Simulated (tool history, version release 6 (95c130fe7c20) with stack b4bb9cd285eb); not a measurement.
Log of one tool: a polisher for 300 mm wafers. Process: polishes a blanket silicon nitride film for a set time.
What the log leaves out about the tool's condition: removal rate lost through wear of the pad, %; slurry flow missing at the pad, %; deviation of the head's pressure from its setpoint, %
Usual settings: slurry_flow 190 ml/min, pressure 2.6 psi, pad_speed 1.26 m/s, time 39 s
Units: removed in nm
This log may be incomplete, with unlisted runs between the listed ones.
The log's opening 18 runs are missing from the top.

run,hour,slurry_flow,pressure,pad_speed,time,wafers since the last listed run,wafers polished on this pad,hours since the slurry nozzle was cleaned,hours since the head pressure was calibrated,"incoming thickness of the incoming film, nm",removed
19,688.7,190,3.4,0.92,34,403,3355,186.7,241,371.1,56.2
20,743.5,190,1.9,1.26,39,791,4146,241.5,295.8,374.3,59.4
# hour 757: worn pad replaced by a new one
# hour 769.1: head pressure recalibrated
21,772.4,210,2.6,1.62,32,330,193,270.4,3.3,370,72
22,789,190,2.6,1.26,50,239,433,287,19.9,377.3,91.3
23,809.8,220,2.6,1.02,39,300,734,307.8,40.7,369,60.5
24,844.1,170,2.6,1.4,27,495,1229,342.1,75,367.6,52
25,868.6,190,2.6,1.26,44,353,1583,366.6,99.5,370.3,79.8
26,897.5,190,2.6,1.26,39,417,2001,395.5,128.4,369.1,70
27,916.4,155,2.6,0.82,44,273,2274,414.4,147.3,369,53.9
28,929,190,2.6,1.26,39,182,2456,427,159.9,370,70
29,942.9,135,2.6,1.46,39,200,2657,440.9,173.8,369.6,73.1
30,973.4,210,2.6,1.62,32,440,3097,471.4,204.3,374.3,69.3
# hour 978.5: slurry nozzle cleaned
31,1001.1,190,2.6,1.26,39,385,3483,22.6,232,365.3,72.2
32,1015.2,135,2.6,1.62,39,203,3687,36.7,246.1,368.1,81.4
# hour 1026.6: worn pad replaced by a new one
33,1028,220,2.6,1.02,39,127,20,49.5,258.9,374,61.8
34,1061.7,140,2.6,1.14,39,486,507,83.2,292.6,369.8,62.4
35,1086.1,190,2.6,1.26,39,352,859,107.6,317,372.3,71.5
36,1104.6,205,2.2,0.98,39,267,1127,126.1,335.5,371.4,54.7

Below are 5 alternative next runs, each starting from the tool's condition after run 36. Predict each:
A,1105,125,2.6,1.26,39,5,1132,126.5,335.9,373,?
B,1105,190,3.4,1.02,51,5,1132,126.5,335.9,373,?
C,1105,190,3.2,1.56,39,5,1132,126.5,335.9,373,?
D,1105,170,2.3,1.68,31,5,1132,126.5,335.9,373,?
E,1105,140,3.2,1.44,39,5,1132,126.5,335.9,373,?

run,removed
A,66.7
B,95
C,98
D,65.7
E,87.1
The same runs, with their run-to-run variation unchanged, on a tool lacking any hidden condition would have given:
run,removed
A,67.6
B,95.9
C,98.9
D,66.4
E,88.2

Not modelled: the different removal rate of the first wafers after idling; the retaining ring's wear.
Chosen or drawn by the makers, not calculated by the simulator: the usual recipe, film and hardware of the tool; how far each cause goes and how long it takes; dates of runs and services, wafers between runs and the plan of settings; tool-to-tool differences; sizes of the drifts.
